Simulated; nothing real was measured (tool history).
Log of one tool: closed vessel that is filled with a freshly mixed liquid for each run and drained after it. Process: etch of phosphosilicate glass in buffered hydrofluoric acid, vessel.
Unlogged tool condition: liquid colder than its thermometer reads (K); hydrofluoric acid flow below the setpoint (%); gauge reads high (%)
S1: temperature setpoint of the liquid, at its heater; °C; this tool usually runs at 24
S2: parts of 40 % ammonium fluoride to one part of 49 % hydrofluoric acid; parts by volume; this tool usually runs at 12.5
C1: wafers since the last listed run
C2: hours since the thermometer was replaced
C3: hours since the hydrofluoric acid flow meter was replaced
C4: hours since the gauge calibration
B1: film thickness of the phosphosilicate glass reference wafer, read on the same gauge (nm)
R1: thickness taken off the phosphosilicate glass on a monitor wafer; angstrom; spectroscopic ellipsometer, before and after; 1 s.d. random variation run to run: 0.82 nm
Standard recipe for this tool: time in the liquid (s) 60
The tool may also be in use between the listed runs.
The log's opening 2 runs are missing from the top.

Run 3, day 5.129: usual settings; C1 7197; C2 955.4; C3 1174.6; C4 1242.7; B1 100.04. Result: R1 1458.3 angstrom.
Run 4, day 6.488: usual settings; C1 3997; C2 988; C3 1207.2; C4 1275.3; B1 100.01. Result: R1 1442.4 angstrom.
Run 5, day 8.612: usual settings but S2 14.5 parts by volume; C1 6253; C2 1039; C3 1258.2; C4 1326.3; B1 99.97. Result: R1 1255.9 angstrom.
Run 6, day 10.179: usual settings but S2 14.5 parts by volume; C1 4610; C2 1076.6; C3 1295.8; C4 1363.9; B1 100. Result: R1 1260.5 angstrom.
Run 7, day 11.975: usual settings but S2 14.5 parts by volume; C1 5284; C2 1119.7; C3 1338.9; C4 1407; B1 100.01. Result: R1 1249.3 angstrom.
Run 8, day 14.367: usual settings; C1 7038; C2 1177.1; C3 1396.3; C4 1464.4; B1 99.99. Result: R1 1451.2 angstrom.
At day 16.658: gauge calibrated.
At day 21.608: hydrofluoric acid flow meter replaced.
Run 9, day 22.092: usual settings; C1 22610; C2 1362.5; C3 11.6; C4 130.4; B1 100.06. Result: R1 1440.9 angstrom.
Run 10, day 24.442: usual settings; C1 6915; C2 1418.9; C3 68; C4 186.8; B1 100.04. Result: R1 1440 angstrom.
Run 11, day 26.762: usual settings but S1 22 °C, S2 9.5 parts by volume, time in the liquid (s) 30; C1 6829; C2 1474.6; C3 123.7; C4 242.5; B1 100. Result: R1 821.6 angstrom.
Run 12, day 28.317: usual settings; C1 4573; C2 1511.9; C3 161; C4 279.8; B1 100. Result: R1 1435.9 angstrom.
At day 28.738: thermometer replaced.
Run 13, day 30.738: usual settings but S2 8 parts by volume; C1 7001; C2 48; C3 219.1; C4 337.9; B1 99.99. Result: R1 2229.3 angstrom.
Run 14, day 33.121: usual settings but S2 14.5 parts by volume; C1 7013; C2 105.2; C3 276.3; C4 395.1; B1 99.98. Result: R1 1284.3 angstrom.
Run 15, day 34.321: usual settings but time in the liquid (s) 30; C1 3531; C2 134; C3 305.1; C4 423.9; B1 100. Result: R1 741 angstrom.
Run 16, day 37.021: usual settings; C1 7945; C2 198.8; C3 369.9; C4 488.7; B1 100.05. Result: R1 1477.9 angstrom.
Run 17, day 39.908: usual settings; C1 8497; C2 268.1; C3 439.2; C4 558; B1 99.98. Result: R1 1469.3 angstrom.
Run 18, day 42.775: usual settings but S1 21.5 °C, time in the liquid (s) 50; C1 8436; C2 336.9; C3 508; C4 626.8; B1 99.98. Result: R1 1068.3 angstrom.
Run 19, day 44.921: usual settings but S1 28 °C, S2 15.5 parts by volume, time in the liquid (s) 90; C1 6314; C2 388.4; C3 559.5; C4 678.3; B1 99.98. Result: R1 2233.7 angstrom.
Run 20, day 45.962: usual settings but S2 10.5 parts by volume; C1 3065; C2 413.4; C3 584.5; C4 703.3; B1 100. Result: R1 1729.4 angstrom.
Run 21, day 47.054: usual settings but S1 26 °C; C1 3212; C2 439.6; C3 610.7; C4 729.5; B1 100. Result: R1 1638.5 angstrom.
Run 22, day 49.854: usual settings; C1 8239; C2 506.8; C3 677.9; C4 796.7; B1 99.99. Result: R1 1472.5 angstrom.
Run 23, day 52.671: usual settings; C1 8288; C2 574.4; C3 745.5; C4 864.3; B1 100.01. Result: R1 1472.6 angstrom.
Run 24, day 53.717: usual settings; C1 3077; C2 599.5; C3 770.6; C4 889.4; B1 99.99. Result: R1 1466.5 angstrom.
Run 25, day 55.896: usual settings but S1 27 °C, S2 14.5 parts by volume, time in the liquid (s) 35; C1 6412; C2 651.8; C3 822.9; C4 941.7; B1 99.96. Result: R1 862.9 angstrom.

Run 26 is up next; what results do you expect?
Run 26, day 58.458: usual settings but S1 27.5 °C, time in the liquid (s) 85; C1 7541; C2 713.3; C3 884.4; C4 1003.2; B1 ?. Result: R1 ?.

Run 26 produced B1 100.04, R1 2505 angstrom.
Minus the tool's unlogged condition, the same run would have read R1 2546.9 angstrom.
